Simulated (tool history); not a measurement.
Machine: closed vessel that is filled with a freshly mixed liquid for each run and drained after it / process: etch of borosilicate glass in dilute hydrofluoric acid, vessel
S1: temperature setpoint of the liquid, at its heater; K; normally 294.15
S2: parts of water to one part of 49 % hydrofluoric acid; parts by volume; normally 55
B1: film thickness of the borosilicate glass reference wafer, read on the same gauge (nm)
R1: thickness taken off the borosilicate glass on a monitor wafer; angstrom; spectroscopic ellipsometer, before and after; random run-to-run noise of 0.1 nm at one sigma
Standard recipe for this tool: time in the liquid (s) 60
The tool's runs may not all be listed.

{"run": 1, "hour": 0.0, "S1": 294.15, "S2": 45, "time in the liquid (s)": 75, "B1": 100.03, "R1": 348.2}
{"run": 2, "hour": 38.0, "S1": 294.15, "S2": 45, "time in the liquid (s)": 75, "B1": 100.03, "R1": 346.6}
{"run": 3, "hour": 92.5, "S1": 294.15, "S2": 45, "time in the liquid (s)": 75, "B1": 100.02, "R1": 349.5}
{"run": 4, "hour": 161.0, "S1": 294.15, "S2": 55, "time in the liquid (s)": 60, "B1": 100.0, "R1": 227.8}
{"hour": 176.8, "done": "thermometer replaced"}
{"run": 5, "hour": 212.0, "S1": 294.15, "S2": 55, "time in the liquid (s)": 60, "B1": 100.0, "R1": 226.8}
{"run": 6, "hour": 281.1, "S1": 294.15, "S2": 55, "time in the liquid (s)": 60, "B1": 99.95, "R1": 228.1}
{"run": 7, "hour": 374.9, "S1": 297.15, "S2": 55, "time in the liquid (s)": 60, "B1": 100.0, "R1": 258.2}
{"hour": 406.9, "done": "hydrofluoric acid flow meter replaced"}
{"hour": 582.1, "done": "hydrofluoric acid flow meter replaced, repeated, since the last time left the tool worse"}
{"hour": 642.3, "done": "thermometer replaced"}
{"run": 8, "hour": 643.1, "S1": 291.15, "S2": 55, "time in the liquid (s)": 80, "B1": 100.03, "R1": 262.5}
{"run": 9, "hour": 695.5, "S1": 294.15, "S2": 55, "time in the liquid (s)": 60, "B1": 99.98, "R1": 223.7}
{"run": 10, "hour": 771.1, "S1": 297.65, "S2": 75, "time in the liquid (s)": 60, "B1": 99.97, "R1": 186.0}
{"hour": 831.6, "done": "gauge calibrated"}
{"run": 11, "hour": 875.8, "S1": 291.15, "S2": 30, "time in the liquid (s)": 85, "B1": 100.02, "R1": 524.3}
{"run": 12, "hour": 966.4, "S1": 290.65, "S2": 45, "time in the liquid (s)": 45, "B1": 100.02, "R1": 179.8}
{"run": 13, "hour": 1060.7, "S1": 294.15, "S2": 80, "time in the liquid (s)": 45, "B1": 99.95, "R1": 112.4}
{"run": 14, "hour": 1163.5, "S1": 294.15, "S2": 55, "time in the liquid (s)": 60, "B1": 100.0, "R1": 229.0}

Here are 3 independent what-if runs from the current tool condition. What would each one return?
{"run": "A", "hour": 1164.2, "S1": 294.15, "S2": 55, "time in the liquid (s)": 60, "B1": "?", "R1": "?"}
{"run": "B", "hour": 1164.2, "S1": 290.15, "S2": 65, "time in the liquid (s)": 70, "B1": "?", "R1": "?"}
{"run": "C", "hour": 1164.2, "S1": 290.15, "S2": 30, "time in the liquid (s)": 50, "B1": "?", "R1": "?"}

run=A B1=99.96 R1=228.2
run=B B1=99.96 R1=187.9
run=C B1=99.96 R1=302.0
Without the tool's unlogged condition, the same runs would have read:
run=A R1=222.3
run=B R1=183.0
run=C R1=294.4
